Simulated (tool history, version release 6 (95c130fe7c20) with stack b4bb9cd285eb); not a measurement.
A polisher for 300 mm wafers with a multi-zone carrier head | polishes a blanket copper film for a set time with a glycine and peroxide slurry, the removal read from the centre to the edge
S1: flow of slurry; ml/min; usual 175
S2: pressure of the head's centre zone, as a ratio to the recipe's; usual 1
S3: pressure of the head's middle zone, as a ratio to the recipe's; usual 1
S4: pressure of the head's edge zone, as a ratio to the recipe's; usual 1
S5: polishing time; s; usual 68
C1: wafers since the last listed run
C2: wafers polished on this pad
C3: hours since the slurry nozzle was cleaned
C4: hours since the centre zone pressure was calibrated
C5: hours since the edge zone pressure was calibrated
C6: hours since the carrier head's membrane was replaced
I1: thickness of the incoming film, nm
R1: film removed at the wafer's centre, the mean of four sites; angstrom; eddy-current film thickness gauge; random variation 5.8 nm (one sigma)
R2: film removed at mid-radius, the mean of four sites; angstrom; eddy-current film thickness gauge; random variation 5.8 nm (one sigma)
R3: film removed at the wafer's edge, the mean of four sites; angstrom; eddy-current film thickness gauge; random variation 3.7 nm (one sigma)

| run | hour | S1 | S2 | S3 | S4 | S5 | C1 | C2 | C3 | C4 | C5 | C6 | I1 | R1 | R2 | R3 |
|---|---|---|---|---|---|---|---|---|---|---|---|---|---|---|---|---|
| 1 | 0 | 175 | 1 | 1 | 1 | 68 | 0 | 760 | 488.3 | 165.5 | 6.1 | 37.4 | 1958.7 | 3610 | 3610 | 3797 |
| 2 | 33.3 | 175 | 1 | 1 | 1 | 68 | 522 | 1283 | 521.6 | 198.8 | 39.4 | 70.7 | 1981.4 | 3671 | 3599 | 3865 |
| 3 | 66.1 | 175 | 1 | 1 | 1 | 68 | 515 | 1798 | 554.4 | 231.6 | 72.2 | 103.5 | 1968.3 | 3635 | 3736 | 3751 |
| 4 | 90.6 | 175 | 1 | 1 | 1 | 68 | 384 | 2183 | 578.9 | 256.1 | 96.7 | 128 | 1966.3 | 3683 | 3657 | 3766 |
| 5 | 107.4 | 175 | 1 | 1.11 | 1 | 57 | 263 | 2447 | 595.7 | 272.9 | 113.5 | 144.8 | 1978.7 | 2974 | 3330 | 3164 |
|  | 109.2 | slurry nozzle cleaned |
|  | 117.5 | worn pad replaced by a new one |
| 6 | 132.7 | 175 | 0.88 | 1 | 1.04 | 86 | 318 | 239 | 23.5 | 298.2 | 138.8 | 170.1 | 1993.9 | 4611 | 5124 | 5302 |
| 7 | 150.1 | 175 | 1 | 1 | 1 | 68 | 273 | 512 | 40.9 | 315.6 | 156.2 | 187.5 | 1990.4 | 4153 | 4073 | 4071 |
| 8 | 169.4 | 175 | 1 | 1 | 1 | 68 | 303 | 815 | 60.2 | 334.9 | 175.5 | 206.8 | 2014.9 | 3963 | 4081 | 4045 |
| 9 | 183.4 | 175 | 1 | 1 | 1 | 68 | 219 | 1035 | 74.2 | 348.9 | 189.5 | 220.8 | 1965.9 | 4056 | 3935 | 4075 |
| 10 | 206.7 | 175 | 0.92 | 1 | 1.11 | 68 | 365 | 1401 | 97.5 | 372.2 | 212.8 | 244.1 | 1974.6 | 3669 | 3944 | 4178 |
| 11 | 235 | 210 | 1.1 | 1.04 | 1 | 68 | 444 | 1845 | 125.8 | 400.5 | 241.1 | 272.4 | 1971.4 | 4624 | 4230 | 4009 |
| 12 | 254.8 | 175 | 0.96 | 1 | 1 | 68 | 310 | 2156 | 145.6 | 420.3 | 260.9 | 292.2 | 1956 | 3681 | 3868 | 4002 |
|  | 260.3 | worn pad replaced by a new one |
| 13 | 270.9 | 175 | 1.06 | 1.07 | 0.89 | 68 | 190 | 167 | 161.7 | 436.4 | 277 | 308.3 | 1980.1 | 4199 | 4155 | 3776 |
|  | 292.2 | centre zone pressure recalibrated |
| 14 | 294.7 | 175 | 1.06 | 0.96 | 1 | 68 | 342 | 509 | 185.5 | 2.5 | 300.8 | 332.1 | 1958.5 | 4086 | 3705 | 3928 |
| 15 | 318.2 | 175 | 1 | 0.91 | 1 | 89 | 369 | 878 | 209 | 26 | 324.3 | 355.6 | 2004.5 | 4914 | 4657 | 5110 |
| 16 | 336.6 | 205 | 1 | 1 | 1.04 | 68 | 288 | 1167 | 227.4 | 44.4 | 342.7 | 374 | 1985.3 | 4044 | 3924 | 4081 |
|  | 353.5 | edge zone pressure recalibrated |
| 17 | 354.8 | 175 | 1 | 1 | 1 | 68 | 254 | 1421 | 245.6 | 62.6 | 1.3 | 392.2 | 1982.4 | 3860 | 3824 | 3872 |
| 18 | 369.4 | 120 | 0.94 | 1 | 1.07 | 78 | 229 | 1650 | 260.2 | 77.2 | 15.9 | 406.8 | 1980.4 | 3579 | 3945 | 4253 |
| 19 | 384.8 | 175 | 1 | 1 | 1.08 | 57 | 241 | 1892 | 275.6 | 92.6 | 31.3 | 422.2 | 1966.4 | 3143 | 3199 | 3396 |
| 20 | 417.2 | 175 | 1 | 1 | 1 | 68 | 508 | 2401 | 308 | 125 | 63.7 | 454.6 | 1951.7 | 3777 | 3765 | 3888 |
|  | 428.6 | worn pad replaced by a new one |
| 21 | 448.3 | 175 | 1 | 1 | 1 | 54 | 425 | 308 | 339.1 | 156.1 | 94.8 | 485.7 | 2010.7 | 2931 | 2993 | 3063 |
| 22 | 467.3 | 175 | 1 | 1 | 1 | 68 | 298 | 607 | 358.1 | 175.1 | 113.8 | 504.7 | 1951.3 | 3703 | 3668 | 3792 |
| 23 | 503.1 | 175 | 0.92 | 0.9 | 0.92 | 68 | 562 | 1169 | 393.9 | 210.9 | 149.6 | 540.5 | 1958.1 | 3366 | 3338 | 3674 |

Hidden state at the last listed run before each entry between runs and at the first one after, where it differs:
Between runs 5 and 6: slurry nozzle cleaned (hour 109.2); worn pad replaced by a new one (hour 117.5)
  slurry flow missing at the pad, %: 39.4 -> 4.93
  measured less the result without the state, R1: -449 -> -49 angstrom; R2: -439 -> -48 angstrom; R3: -287 -> -36 angstrom
Between runs 12 and 13: worn pad replaced by a new one (hour 260.3)
  slurry flow missing at the pad, %: 20.9 -> 22.4
  measured less the result without the state, R1: -207 -> -259 angstrom; R2: -192 -> -228 angstrom; R3: -143 -> -148 angstrom
Between runs 13 and 14: centre zone pressure recalibrated (hour 292.2)
  slurry flow missing at the pad, %: 22.4 -> 24.4
  measured less the result without the state, R1: -259 -> -285 angstrom; R2: -228 -> -228 angstrom; R3: -148 -> -172 angstrom
Between runs 16 and 17: edge zone pressure recalibrated (hour 353.5)
  slurry flow missing at the pad, %: 27.6 -> 28.8
  measured less the result without the state, R1: -281 -> -343 angstrom; R2: -243 -> -299 angstrom; R3: -182 -> -214 angstrom
Between runs 20 and 21: worn pad replaced by a new one (hour 428.6)
  slurry flow missing at the pad, %: 32.2 -> 33.6
  measured less the result without the state, R1: -400 -> -333 angstrom; R2: -351 -> -299 angstrom; R3: -254 -> -214 angstrom
